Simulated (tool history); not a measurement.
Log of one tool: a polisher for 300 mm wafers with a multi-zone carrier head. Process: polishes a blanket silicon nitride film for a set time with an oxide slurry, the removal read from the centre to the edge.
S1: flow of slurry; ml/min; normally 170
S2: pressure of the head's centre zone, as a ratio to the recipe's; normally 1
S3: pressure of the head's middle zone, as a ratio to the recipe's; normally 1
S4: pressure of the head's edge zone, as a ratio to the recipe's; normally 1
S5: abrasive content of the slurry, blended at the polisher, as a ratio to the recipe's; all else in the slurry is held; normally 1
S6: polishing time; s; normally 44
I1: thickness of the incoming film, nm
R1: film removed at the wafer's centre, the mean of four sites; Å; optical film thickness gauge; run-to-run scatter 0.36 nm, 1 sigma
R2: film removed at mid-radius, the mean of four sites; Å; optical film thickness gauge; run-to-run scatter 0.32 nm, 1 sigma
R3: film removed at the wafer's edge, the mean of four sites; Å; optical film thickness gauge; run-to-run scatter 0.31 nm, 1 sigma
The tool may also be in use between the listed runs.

Run 1, hour 0: usual settings but S3 0.92, S5 1.15; I1 571.8. Result: R1 305 Å, R2 310 Å, R3 320 Å.
At hour 44.3: slurry nozzle cleaned.
Run 2, hour 60.2: usual settings; I1 577.6. Result: R1 299 Å, R2 319 Å, R3 310 Å.
Run 3, hour 106.4: usual settings; I1 576.4. Result: R1 293 Å, R2 312 Å, R3 306 Å.
Run 4, hour 166.1: usual settings; I1 577.9. Result: R1 288 Å, R2 311 Å, R3 308 Å.
At hour 209.8: worn pad replaced by a new one.
Run 5, hour 225.4: usual settings; I1 588.2. Result: R1 289 Å, R2 317 Å, R3 308 Å.
At hour 263.6: edge zone pressure recalibrated.
Run 6, hour 264.1: usual settings; I1 584.1. Result: R1 286 Å, R2 317 Å, R3 313 Å.
Run 7, hour 353.7: usual settings; I1 585.6. Result: R1 291 Å, R2 314 Å, R3 305 Å.
At hour 403.6: carrier head's membrane replaced by a new one.
At hour 456.9: centre zone pressure recalibrated.
Run 8, hour 458.9: usual settings; I1 580.8. Result: R1 374 Å, R2 317 Å, R3 315 Å.
At hour 525.8: worn pad replaced by a new one.
Run 9, hour 536.1: usual settings but S1 190 ml/min, S2 0.97; I1 573.4. Result: R1 356 Å, R2 319 Å, R3 315 Å.
Run 10, hour 629.6: usual settings; I1 582.2. Result: R1 364 Å, R2 313 Å, R3 309 Å.
Run 11, hour 699: usual settings but S6 37 s; I1 577.7. Result: R1 305 Å, R2 263 Å, R3 263 Å.
Run 12, hour 791.3: usual settings but S4 1.06; I1 572.2. Result: R1 350 Å, R2 316 Å, R3 321 Å.
At hour 817.2: centre zone pressure recalibrated, repeated, since the last time left the tool worse.
Run 13, hour 859.4: usual settings but S1 120 ml/min, S3 1.11, S4 1.07; I1 580.8. Result: R1 312 Å, R2 331 Å, R3 310 Å.
At hour 924.5: edge zone pressure recalibrated.
At hour 928.2: worn pad replaced by a new one.
Run 14, hour 962.9: usual settings; I1 571.2. Result: R1 311 Å, R2 316 Å, R3 315 Å.
At hour 966.2: slurry nozzle cleaned.
At hour 981.1: carrier head's membrane replaced by a new one.
Run 15, hour 1060.2: usual settings but S4 1.1, S6 52 s; I1 581.1. Result: R1 368 Å, R2 373 Å, R3 382 Å.
Run 16, hour 1148.8: usual settings but S1 230 ml/min, S3 0.94; I1 586.4. Result: R1 322 Å, R2 315 Å, R3 313 Å.
Run 17, hour 1222.7: usual settings; I1 579.3. Result: R1 312 Å, R2 312 Å, R3 309 Å.
Run 18, hour 1259.8: usual settings but S2 1.07, S3 1.11; I1 572.5. Result: R1 332 Å, R2 350 Å, R3 313 Å.
Run 19, hour 1316.7: usual settings but S1 195 ml/min, S4 1.1; I1 578.7. Result: R1 316 Å, R2 323 Å, R3 327 Å.

The next listed run, before its measurement:
At hour 1327.3: worn pad replaced by a new one.
Run 20, hour 1368.2: usual settings but S2 0.89, S3 1.04, S5 0.85; I1 579.3. Result: R1 ?, R2 ?, R3 ?.

Run 20 yielded R1 254 Å, R2 310 Å, R3 301 Å.
Without the tool's hidden state the same run would have given R1 260 Å, R2 310 Å, R3 301 Å.
